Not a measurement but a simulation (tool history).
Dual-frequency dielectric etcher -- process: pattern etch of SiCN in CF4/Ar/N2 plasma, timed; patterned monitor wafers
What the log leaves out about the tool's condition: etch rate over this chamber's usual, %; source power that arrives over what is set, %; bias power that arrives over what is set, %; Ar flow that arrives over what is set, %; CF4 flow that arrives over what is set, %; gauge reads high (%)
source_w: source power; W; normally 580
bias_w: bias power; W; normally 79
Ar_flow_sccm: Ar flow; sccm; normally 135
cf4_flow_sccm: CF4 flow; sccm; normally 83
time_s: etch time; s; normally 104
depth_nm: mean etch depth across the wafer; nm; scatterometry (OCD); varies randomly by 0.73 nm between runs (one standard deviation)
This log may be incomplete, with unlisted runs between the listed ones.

run,day,source_w,bias_w,Ar_flow_sccm,cf4_flow_sccm,time_s,wafers since the last listed run,hours since the last wet clean,hours since the last source power generator calibration,hours since the last bias power generator calibration,hours since the last Ar flow controller change,hours since the last CF4 flow controller change,hours since the last upper electrode change,hours since the gauge calibration,"read-back reference wafer on the same gauge, depth_nm",depth_nm
1,0,580,79,156,83,104,0,276.5,4593.7,3412.5,2858,3807.8,3190,459.1,105.1,106.8
2,2.817,580,79,135,83,104,454,344.1,4661.3,3480.1,2925.6,3875.4,3257.6,526.7,105.3,108.3
3,4.754,580,79,135,83,104,312,390.6,4707.8,3526.6,2972.1,3921.9,3304.1,573.2,105.4,109.1
4,6.421,580,79,135,83,104,269,430.6,4747.8,3566.6,3012.1,3961.9,3344.1,613.2,105.9,108.4
5,7.442,580,79,135,83,104,164,455.1,4772.3,3591.1,3036.6,3986.4,3368.6,637.7,105.9,108.6
6,8.621,580,79,135,83,104,190,483.4,4800.6,3619.4,3064.9,4014.7,3396.9,666,106.3,110
# day 10.921: CF4 flow controller replaced
# day 11.012: source power generator calibrated
# day 11.529: wet clean of the chamber
7,11.55,580,68,135,83,104,334,0.5,12.9,3689.7,3135.2,15.1,3467.2,736.3,106.6,104.4
# day 13.329: Ar flow controller replaced
# day 15.392: upper electrode replaced
8,15.758,580,68,135,83,104,477,101.5,113.9,3790.7,58.3,116.1,8.8,837.3,107.6,106.6
# day 17.425: gauge calibrated
9,18.3,580,79,135,83,104,410,162.5,174.9,3851.7,119.3,177.1,69.8,21,104.1,106.8
# day 19.438: bias power generator calibrated
10,19.858,580,79,135,83,104,224,199.9,212.3,10.1,156.7,214.5,107.2,58.4,104.1,107.2
11,22.608,580,79,135,73,104,443,265.9,278.3,76.1,222.7,280.5,173.2,124.4,104.1,104.2
12,24.629,660,79,103,83,88,326,314.4,326.8,124.6,271.2,329,221.7,172.9,103.8,104
13,27.525,490,86,159,83,116,467,383.9,396.3,194.1,340.7,398.5,291.2,242.4,104.1,104.2
14,28.638,580,79,135,73,104,179,410.6,423,220.8,367.4,425.2,317.9,269.1,104.4,104.4
15,31.088,580,79,135,83,104,395,469.4,481.8,279.6,426.2,484,376.7,327.9,104.7,107.8
16,33.021,460,89,135,83,104,312,515.8,528.2,326,472.6,530.4,423.1,374.3,105,93.9
# day 35.075: wet clean of the chamber
17,35.096,580,79,165,83,104,173,0.5,578,375.8,522.4,580.2,472.9,424.1,105,103.9
18,37.071,580,70,102,83,104,318,47.9,625.4,423.2,569.8,627.6,520.3,471.5,105.1,108.6
19,38.708,580,79,135,83,73.5,264,87.2,664.7,462.5,609.1,666.9,559.6,510.8,105.2,76.2
20,41.7,690,79,117,83,104,482,159,736.5,534.3,680.9,738.7,631.4,582.6,105.8,126.7
21,43.642,580,84,135,83,104,313,205.6,783.1,580.9,727.5,785.3,678,629.2,106.1,110.7
22,45.012,580,79,135,83,118.5,221,238.5,816,613.8,760.4,818.2,710.9,662.1,106.5,124.8

Each row is a separate what-if for the run after 22, all from the same tool condition, not one after another. Results?
A,45.029,580,79,135,90,104,2,238.9,816.4,614.2,760.8,818.6,711.3,662.5,?,?
B,45.029,450,79,135,63,104,2,238.9,816.4,614.2,760.8,818.6,711.3,662.5,?,?
C,45.029,580,79,120,83,86.5,2,238.9,816.4,614.2,760.8,818.6,711.3,662.5,?,?

run,"read-back reference wafer on the same gauge, depth_nm",depth_nm
A,106.4,110.5
B,106.4,83.6
C,106.4,91.7
Without the tool's hidden state the same runs would have given:
run,depth_nm
A,108
B,81.7
C,89.6

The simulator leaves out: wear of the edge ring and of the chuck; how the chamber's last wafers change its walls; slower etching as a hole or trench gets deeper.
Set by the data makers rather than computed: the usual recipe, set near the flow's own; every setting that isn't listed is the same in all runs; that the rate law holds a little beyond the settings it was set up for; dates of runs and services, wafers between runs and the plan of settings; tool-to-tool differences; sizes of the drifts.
